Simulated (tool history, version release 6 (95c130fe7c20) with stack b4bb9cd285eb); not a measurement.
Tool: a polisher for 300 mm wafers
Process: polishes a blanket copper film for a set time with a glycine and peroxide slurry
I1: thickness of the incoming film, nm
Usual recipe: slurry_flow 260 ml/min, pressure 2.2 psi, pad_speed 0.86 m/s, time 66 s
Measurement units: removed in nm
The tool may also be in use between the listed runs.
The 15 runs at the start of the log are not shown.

run 16 hour=738.2 | slurry_flow=190 pressure=2.2 pad_speed=0.86 time=66 | I1=1996.3 | removed=221.5
run 17 hour=772.6 | slurry_flow=200 pressure=2.9 pad_speed=0.86 time=66 | I1=1962.3 | removed=271.4
run 18 hour=819.0 | slurry_flow=260 pressure=2.2 pad_speed=0.86 time=66 | I1=2008.9 | removed=224.1
run 19 hour=872.4 | slurry_flow=260 pressure=2.2 pad_speed=0.86 time=66 | I1=1999.7 | removed=220.6
run 20 hour=901.2 | slurry_flow=260 pressure=2.2 pad_speed=0.98 time=66 | I1=1992.2 | removed=231.3
run 21 hour=934.2 | slurry_flow=260 pressure=2.2 pad_speed=0.86 time=66 | I1=1962.2 | removed=216.6
run 22 hour=1004.9 | slurry_flow=220 pressure=2.2 pad_speed=1.04 time=66 | I1=1960.8 | removed=230.2
run 23 hour=1040.7 | slurry_flow=260 pressure=2.2 pad_speed=0.78 time=66 | I1=1973.3 | removed=202.8
-- hour=1106.8 worn pad replaced by a new one
run 24 hour=1108.3 | slurry_flow=330 pressure=1.6 pad_speed=0.86 time=73 | I1=1988.0 | removed=214.6
-- hour=1141.4 slurry nozzle cleaned
-- hour=1156.0 head pressure recalibrated
run 25 hour=1156.5 | slurry_flow=260 pressure=2.7 pad_speed=0.86 time=66 | I1=1975.5 | removed=270.2
run 26 hour=1209.8 | slurry_flow=210 pressure=2.9 pad_speed=0.86 time=66 | I1=1986.1 | removed=273.8
run 27 hour=1244.4 | slurry_flow=345 pressure=2.6 pad_speed=1.16 time=80 | I1=1953.1 | removed=361.8
run 28 hour=1293.7 | slurry_flow=285 pressure=1.5 pad_speed=0.86 time=58 | I1=1967.4 | removed=149.5
run 29 hour=1335.0 | slurry_flow=260 pressure=2.2 pad_speed=0.86 time=66 | I1=2015.0 | removed=222.2
run 30 hour=1487.8 | slurry_flow=260 pressure=2.2 pad_speed=0.86 time=88 | I1=2018.1 | removed=290.9
run 31 hour=1543.1 | slurry_flow=235 pressure=2.0 pad_speed=1.00 time=58 | I1=1980.9 | removed=184.7
-- hour=1548.7 worn pad replaced by a new one
run 32 hour=1574.9 | slurry_flow=260 pressure=1.5 pad_speed=1.04 time=66 | I1=1994.9 | removed=189.3
run 33 hour=1635.9 | slurry_flow=190 pressure=2.2 pad_speed=0.86 time=66 | I1=1999.5 | removed=215.0
-- hour=1664.8 head pressure recalibrated
run 34 hour=1677.0 | slurry_flow=300 pressure=1.9 pad_speed=0.86 time=66 | I1=1952.2 | removed=201.6
run 35 hour=1735.4 | slurry_flow=345 pressure=2.4 pad_speed=1.12 time=66 | I1=2007.7 | removed=270.6
run 36 hour=1781.6 | slurry_flow=260 pressure=2.2 pad_speed=1.08 time=82 | I1=1994.9 | removed=296.2
run 37 hour=1835.7 | slurry_flow=325 pressure=2.2 pad_speed=0.68 time=66 | I1=1958.1 | removed=199.2

Predict each of these 4 candidate next runs independently; none follows another, all start after run 37:
run A hour=1836.1 | slurry_flow=260 pressure=2.2 pad_speed=0.86 time=66 | I1=1974.5 | removed=?
run B hour=1836.1 | slurry_flow=190 pressure=2.2 pad_speed=0.86 time=80 | I1=1974.5 | removed=?
run C hour=1836.1 | slurry_flow=260 pressure=1.6 pad_speed=0.86 time=66 | I1=1974.5 | removed=?
run D hour=1836.1 | slurry_flow=260 pressure=2.2 pad_speed=1.00 time=66 | I1=1974.5 | removed=?

run=A removed=214.9
run=B removed=250.3
run=C removed=170.3
run=D removed=230.9
Had the tool no hidden state, the same runs would have come out as:
run=A removed=240.6
run=B removed=280.2
run=C removed=190.6
run=D removed=258.5
